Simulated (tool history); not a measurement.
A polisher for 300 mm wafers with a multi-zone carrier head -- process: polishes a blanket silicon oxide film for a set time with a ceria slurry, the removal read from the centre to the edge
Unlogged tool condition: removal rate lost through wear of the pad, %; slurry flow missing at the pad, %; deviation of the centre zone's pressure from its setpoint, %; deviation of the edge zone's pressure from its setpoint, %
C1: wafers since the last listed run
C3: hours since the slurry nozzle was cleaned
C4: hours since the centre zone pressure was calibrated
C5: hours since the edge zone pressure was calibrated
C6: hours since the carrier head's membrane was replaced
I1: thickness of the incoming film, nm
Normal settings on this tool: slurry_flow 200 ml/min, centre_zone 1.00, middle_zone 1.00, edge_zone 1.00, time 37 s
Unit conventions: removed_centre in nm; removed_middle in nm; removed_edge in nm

run 1 hour=0.0 | slurry_flow=200 centre_zone=1.00 middle_zone=1.00 edge_zone=1.00 time=37 | C1=0 wafers_polished_on_this_pad=2176 C3=418.5 C4=619.3 C5=566.0 C6=1388.0 | I1=945.8 | removed_centre=107.3 removed_middle=107.6 removed_edge=108.6
-- hour=14.4 carrier head's membrane replaced by a new one
-- hour=16.6 slurry nozzle cleaned
run 2 hour=17.1 | slurry_flow=200 centre_zone=1.00 middle_zone=1.00 edge_zone=1.00 time=37 | C1=107 wafers_polished_on_this_pad=2284 C3=0.5 C4=636.4 C5=583.1 C6=2.7 | I1=952.2 | removed_centre=113.3 removed_middle=111.9 removed_edge=114.2
-- hour=24.0 worn pad replaced by a new one
run 3 hour=36.8 | slurry_flow=200 centre_zone=1.00 middle_zone=1.00 edge_zone=1.00 time=37 | C1=152 wafers_polished_on_this_pad=124 C3=20.2 C4=656.1 C5=602.8 C6=22.4 | I1=954.8 | removed_centre=119.1 removed_middle=120.5 removed_edge=118.2
-- hour=59.5 edge zone pressure recalibrated
run 4 hour=60.0 | slurry_flow=200 centre_zone=1.00 middle_zone=1.00 edge_zone=1.00 time=28 | C1=206 wafers_polished_on_this_pad=330 C3=43.4 C4=679.3 C5=0.5 C6=45.6 | I1=938.8 | removed_centre=88.4 removed_middle=89.0 removed_edge=88.9
run 5 hour=87.5 | slurry_flow=200 centre_zone=1.00 middle_zone=1.00 edge_zone=1.00 time=28 | C1=267 wafers_polished_on_this_pad=597 C3=70.9 C4=706.8 C5=28.0 C6=73.1 | I1=957.8 | removed_centre=86.9 removed_middle=85.9 removed_edge=87.5
run 6 hour=114.0 | slurry_flow=200 centre_zone=1.00 middle_zone=1.00 edge_zone=1.00 time=37 | C1=257 wafers_polished_on_this_pad=855 C3=97.4 C4=733.3 C5=54.5 C6=99.6 | I1=960.4 | removed_centre=112.8 removed_middle=113.0 removed_edge=115.9
run 7 hour=147.5 | slurry_flow=265 centre_zone=1.06 middle_zone=1.06 edge_zone=1.05 time=37 | C1=325 wafers_polished_on_this_pad=1181 C3=130.9 C4=766.8 C5=88.0 C6=133.1 | I1=947.9 | removed_centre=123.8 removed_middle=120.4 removed_edge=117.6
-- hour=162.2 centre zone pressure recalibrated
run 8 hour=164.2 | slurry_flow=200 centre_zone=1.00 middle_zone=1.00 edge_zone=1.04 time=45 | C1=142 wafers_polished_on_this_pad=1324 C3=147.6 C4=2.0 C5=104.7 C6=149.8 | I1=949.1 | removed_centre=136.0 removed_middle=134.4 removed_edge=139.7
run 9 hour=193.2 | slurry_flow=140 centre_zone=1.00 middle_zone=1.00 edge_zone=1.00 time=37 | C1=282 wafers_polished_on_this_pad=1606 C3=176.6 C4=31.0 C5=133.7 C6=178.8 | I1=962.9 | removed_centre=104.0 removed_middle=104.4 removed_edge=109.9
run 10 hour=206.7 | slurry_flow=200 centre_zone=1.00 middle_zone=1.00 edge_zone=1.00 time=37 | C1=131 wafers_polished_on_this_pad=1737 C3=190.1 C4=44.5 C5=147.2 C6=192.3 | I1=953.8 | removed_centre=110.1 removed_middle=110.2 removed_edge=112.7
-- hour=232.8 worn pad replaced by a new one
run 11 hour=233.7 | slurry_flow=135 centre_zone=0.97 middle_zone=1.06 edge_zone=1.07 time=37 | C1=223 wafers_polished_on_this_pad=9 C3=217.1 C4=71.5 C5=174.2 C6=219.3 | I1=958.5 | removed_centre=109.8 removed_middle=116.2 removed_edge=124.5
run 12 hour=284.0 | slurry_flow=200 centre_zone=1.00 middle_zone=1.00 edge_zone=1.00 time=37 | C1=489 wafers_polished_on_this_pad=498 C3=267.4 C4=121.8 C5=224.5 C6=269.6 | I1=941.7 | removed_centre=113.7 removed_middle=112.7 removed_edge=114.2
run 13 hour=316.9 | slurry_flow=240 centre_zone=1.00 middle_zone=1.00 edge_zone=0.89 time=37 | C1=320 wafers_polished_on_this_pad=818 C3=300.3 C4=154.7 C5=257.4 C6=302.5 | I1=952.1 | removed_centre=114.5 removed_middle=112.3 removed_edge=109.4
run 14 hour=333.2 | slurry_flow=200 centre_zone=1.05 middle_zone=1.00 edge_zone=1.11 time=37 | C1=158 wafers_polished_on_this_pad=976 C3=316.6 C4=171.0 C5=273.7 C6=318.8 | I1=950.2 | removed_centre=116.9 removed_middle=109.1 removed_edge=118.3
run 15 hour=355.3 | slurry_flow=200 centre_zone=1.00 middle_zone=1.00 edge_zone=1.00 time=37 | C1=214 wafers_polished_on_this_pad=1191 C3=338.7 C4=193.1 C5=295.8 C6=340.9 | I1=959.8 | removed_centre=108.8 removed_middle=109.5 removed_edge=111.6
-- hour=458.3 worn pad replaced by a new one
run 16 hour=462.4 | slurry_flow=170 centre_zone=1.00 middle_zone=1.00 edge_zone=1.07 time=37 | C1=1002 wafers_polished_on_this_pad=40 C3=445.8 C4=300.2 C5=402.9 C6=448.0 | I1=952.7 | removed_centre=112.5 removed_middle=111.3 removed_edge=117.6
run 17 hour=482.1 | slurry_flow=200 centre_zone=1.11 middle_zone=1.00 edge_zone=1.00 time=37 | C1=191 wafers_polished_on_this_pad=231 C3=465.5 C4=319.9 C5=422.6 C6=467.7 | I1=971.1 | removed_centre=125.0 removed_middle=112.6 removed_edge=114.7
run 18 hour=495.6 | slurry_flow=200 centre_zone=1.00 middle_zone=1.00 edge_zone=0.89 time=37 | C1=131 wafers_polished_on_this_pad=363 C3=479.0 C4=333.4 C5=436.1 C6=481.2 | I1=935.3 | removed_centre=110.5 removed_middle=110.5 removed_edge=110.0
run 19 hour=538.5 | slurry_flow=250 centre_zone=0.94 middle_zone=1.00 edge_zone=1.00 time=37 | C1=417 wafers_polished_on_this_pad=780 C3=521.9 C4=376.3 C5=479.0 C6=524.1 | I1=939.8 | removed_centre=104.5 removed_middle=110.3 removed_edge=114.3
-- hour=555.2 slurry nozzle cleaned
run 20 hour=557.2 | slurry_flow=200 centre_zone=1.00 middle_zone=1.00 edge_zone=1.00 time=37 | C1=172 wafers_polished_on_this_pad=952 C3=2.0 C4=395.0 C5=497.7 C6=542.8 | I1=932.0 | removed_centre=116.2 removed_middle=117.0 removed_edge=114.4
run 21 hour=607.9 | slurry_flow=200 centre_zone=1.00 middle_zone=1.00 edge_zone=1.00 time=32 | C1=493 wafers_polished_on_this_pad=1445 C3=52.7 C4=445.7 C5=548.4 C6=593.5 | I1=950.4 | removed_centre=99.4 removed_middle=96.9 removed_edge=98.7
run 22 hour=620.3 | slurry_flow=200 centre_zone=1.00 middle_zone=1.05 edge_zone=1.00 time=37 | C1=120 wafers_polished_on_this_pad=1566 C3=65.1 C4=458.1 C5=560.8 C6=605.9 | I1=943.4 | removed_centre=114.5 removed_middle=119.2 removed_edge=112.7
-- hour=659.1 worn pad replaced by a new one
-- hour=669.8 edge zone pressure recalibrated
run 23 hour=684.6 | slurry_flow=200 centre_zone=1.00 middle_zone=1.00 edge_zone=1.00 time=37 | C1=567 wafers_polished_on_this_pad=228 C3=129.4 C4=522.4 C5=14.8 C6=670.2 | I1=939.3 | removed_centre=117.2 removed_middle=117.3 removed_edge=119.4

Predict each of these 3 candidate next runs independently; none follows another, all start after run 23:
run A hour=685.0 | slurry_flow=175 centre_zone=1.00 middle_zone=1.00 edge_zone=1.00 time=37 | C1=3 wafers_polished_on_this_pad=232 C3=129.8 C4=522.8 C5=15.2 C6=670.6 | I1=946.9 | removed_centre=? removed_middle=? removed_edge=?
run B hour=685.0 | slurry_flow=155 centre_zone=1.11 middle_zone=1.05 edge_zone=1.00 time=41 | C1=3 wafers_polished_on_this_pad=232 C3=129.8 C4=522.8 C5=15.2 C6=670.6 | I1=946.9 | removed_centre=? removed_middle=? removed_edge=?
run C hour=685.0 | slurry_flow=200 centre_zone=1.08 middle_zone=1.00 edge_zone=1.11 time=32 | C1=3 wafers_polished_on_this_pad=232 C3=129.8 C4=522.8 C5=15.2 C6=670.6 | I1=946.9 | removed_centre=? removed_middle=? removed_edge=?

run=A removed_centre=115.8 removed_middle=115.4 removed_edge=118.8
run=B removed_centre=140.1 removed_middle=131.1 removed_edge=130.1
run=C removed_centre=110.2 removed_middle=101.3 removed_edge=109.5
What these runs would have given with no unlogged condition in the tool:
run=A removed_centre=123.2 removed_middle=122.6 removed_edge=125.8
run=B removed_centre=149.3 removed_middle=139.4 removed_edge=137.8
run=C removed_centre=117.1 removed_middle=107.5 removed_edge=115.8

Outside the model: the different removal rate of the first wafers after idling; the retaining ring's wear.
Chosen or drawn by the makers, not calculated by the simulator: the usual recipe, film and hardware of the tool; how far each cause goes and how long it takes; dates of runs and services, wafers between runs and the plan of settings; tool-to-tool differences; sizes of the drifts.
